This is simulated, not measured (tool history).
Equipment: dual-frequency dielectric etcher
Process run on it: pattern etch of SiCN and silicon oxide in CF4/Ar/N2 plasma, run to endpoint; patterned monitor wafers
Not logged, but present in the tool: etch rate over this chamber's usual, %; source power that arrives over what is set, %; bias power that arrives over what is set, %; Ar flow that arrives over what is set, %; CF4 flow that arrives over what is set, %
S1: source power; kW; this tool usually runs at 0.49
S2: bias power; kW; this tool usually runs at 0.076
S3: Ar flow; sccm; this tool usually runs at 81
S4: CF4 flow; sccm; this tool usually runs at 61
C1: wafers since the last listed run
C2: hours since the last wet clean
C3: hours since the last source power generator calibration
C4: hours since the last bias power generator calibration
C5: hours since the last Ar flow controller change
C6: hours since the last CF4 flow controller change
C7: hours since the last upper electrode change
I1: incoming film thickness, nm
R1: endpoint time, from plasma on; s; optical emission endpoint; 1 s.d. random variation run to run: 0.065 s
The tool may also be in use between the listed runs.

run 1 hour=0 | S1=0.49 S2=0.076 S3=81 S4=61 | C1=0 C2=415.4 C3=2351.5 C4=4932.3 C5=3735.2 C6=4277.4 C7=27.4 | I1=13.92 | R1=15
run 2 hour=23.5 | S1=0.49 S2=0.076 S3=81 S4=61 | C1=331 C2=438.9 C3=2375 C4=4955.8 C5=3758.7 C6=4300.9 C7=50.9 | I1=13.95 | R1=14.9
run 3 hour=58 | S1=0.49 S2=0.063 S3=81 S4=73 | C1=485 C2=473.4 C3=2409.5 C4=4990.3 C5=3793.2 C6=4335.4 C7=85.4 | I1=13.88 | R1=15.5
-- hour=76.6 bias power generator calibrated
run 4 hour=77.1 | S1=0.49 S2=0.076 S3=81 S4=61 | C1=212 C2=492.5 C3=2428.6 C4=0.5 C5=3812.3 C6=4354.5 C7=104.5 | I1=14.02 | R1=14.8
run 5 hour=93.4 | S1=0.45 S2=0.076 S3=72 S4=61 | C1=229 C2=508.8 C3=2444.9 C4=16.8 C5=3828.6 C6=4370.8 C7=120.8 | I1=13.96 | R1=16.2
run 6 hour=124.1 | S1=0.49 S2=0.076 S3=63 S4=61 | C1=432 C2=539.5 C3=2475.6 C4=47.5 C5=3859.3 C6=4401.5 C7=151.5 | I1=13.95 | R1=14.3
run 7 hour=150.9 | S1=0.49 S2=0.076 S3=81 S4=61 | C1=377 C2=566.3 C3=2502.4 C4=74.3 C5=3886.1 C6=4428.3 C7=178.3 | I1=13.97 | R1=14.9
run 8 hour=180.7 | S1=0.49 S2=0.076 S3=88 S4=68 | C1=419 C2=596.1 C3=2532.2 C4=104.1 C5=3915.9 C6=4458.1 C7=208.1 | I1=14.07 | R1=14.9
-- hour=233.8 wet clean of the chamber
run 9 hour=234.3 | S1=0.49 S2=0.076 S3=81 S4=66 | C1=416 C2=0.5 C3=2585.8 C4=157.7 C5=3969.5 C6=4511.7 C7=261.7 | I1=13.95 | R1=15
run 10 hour=249.6 | S1=0.54 S2=0.076 S3=92 S4=57 | C1=215 C2=15.8 C3=2601.1 C4=173 C5=3984.8 C6=4527 C7=277 | I1=13.99 | R1=13.9
run 11 hour=275.9 | S1=0.6 S2=0.089 S3=81 S4=56 | C1=370 C2=42.1 C3=2627.4 C4=199.3 C5=4011.1 C6=4553.3 C7=303.3 | I1=13.97 | R1=11.5
-- hour=291.1 Ar flow controller replaced
-- hour=302 CF4 flow controller replaced
run 12 hour=305.7 | S1=0.49 S2=0.076 S3=81 S4=66 | C1=250 C2=71.9 C3=2657.2 C4=229.1 C5=14.6 C6=3.7 C7=333.1 | I1=13.91 | R1=14.8
run 13 hour=323.6 | S1=0.49 S2=0.095 S3=81 S4=61 | C1=252 C2=89.8 C3=2675.1 C4=247 C5=32.5 C6=21.6 C7=351 | I1=13.85 | R1=13.6
-- hour=354.2 source power generator calibrated
run 14 hour=354.7 | S1=0.49 S2=0.076 S3=94 S4=50 | C1=381 C2=120.9 C3=0.5 C4=278.1 C5=63.6 C6=52.7 C7=382.1 | I1=13.81 | R1=16.3
run 15 hour=374 | S1=0.49 S2=0.076 S3=94 S4=61 | C1=271 C2=140.2 C3=19.8 C4=297.4 C5=82.9 C6=72 C7=401.4 | I1=13.97 | R1=16
run 16 hour=393.5 | S1=0.49 S2=0.076 S3=81 S4=53 | C1=274 C2=159.7 C3=39.3 C4=316.9 C5=102.4 C6=91.5 C7=420.9 | I1=13.91 | R1=15.9
run 17 hour=428.4 | S1=0.37 S2=0.076 S3=94 S4=73 | C1=491 C2=194.6 C3=74.2 C4=351.8 C5=137.3 C6=126.4 C7=455.8 | I1=14.01 | R1=21.7
run 18 hour=443 | S1=0.49 S2=0.076 S3=89 S4=51 | C1=205 C2=209.2 C3=88.8 C4=366.4 C5=151.9 C6=141 C7=470.4 | I1=13.93 | R1=16.3
run 19 hour=460.9 | S1=0.49 S2=0.076 S3=70 S4=49 | C1=252 C2=227.1 C3=106.7 C4=384.3 C5=169.8 C6=158.9 C7=488.3 | I1=13.98 | R1=15.9
run 20 hour=496.6 | S1=0.37 S2=0.076 S3=81 S4=61 | C1=502 C2=262.8 C3=142.4 C4=420 C5=205.5 C6=194.6 C7=524 | I1=14 | R1=21.8
run 21 hour=528.5 | S1=0.52 S2=0.076 S3=81 S4=61 | C1=449 C2=294.7 C3=174.3 C4=451.9 C5=237.4 C6=226.5 C7=555.9 | I1=13.9 | R1=14.5
run 22 hour=552.3 | S1=0.52 S2=0.076 S3=81 S4=61 | C1=335 C2=318.5 C3=198.1 C4=475.7 C5=261.2 C6=250.3 C7=579.7 | I1=13.97 | R1=14.5
run 23 hour=585.4 | S1=0.49 S2=0.087 S3=68 S4=56 | C1=466 C2=351.6 C3=231.2 C4=508.8 C5=294.3 C6=283.4 C7=612.8 | I1=13.94 | R1=14.6

Difference, measured minus no-hidden-state, one row per run. Run-to-run variation is common to both terms; the gauge's own scatter need not be:
run=1 R1=-0.8
run=2 R1=-0.8
run=3 R1=-0.9
run=4 R1=-0.9
run=5 R1=-1
run=6 R1=-0.9
run=7 R1=-0.9
run=8 R1=-1
run=9 R1=-0.7
run=10 R1=-0.7
run=11 R1=-0.5
run=12 R1=-0.8
run=13 R1=-0.7
run=14 R1=-0.1
run=15 R1=-0.2
run=16 R1=-0.1
run=17 R1=-0.2
run=18 R1=-0.2
run=19 R1=-0.2
run=20 R1=-0.3
run=21 R1=-0.2
run=22 R1=-0.3
run=23 R1=-0.3

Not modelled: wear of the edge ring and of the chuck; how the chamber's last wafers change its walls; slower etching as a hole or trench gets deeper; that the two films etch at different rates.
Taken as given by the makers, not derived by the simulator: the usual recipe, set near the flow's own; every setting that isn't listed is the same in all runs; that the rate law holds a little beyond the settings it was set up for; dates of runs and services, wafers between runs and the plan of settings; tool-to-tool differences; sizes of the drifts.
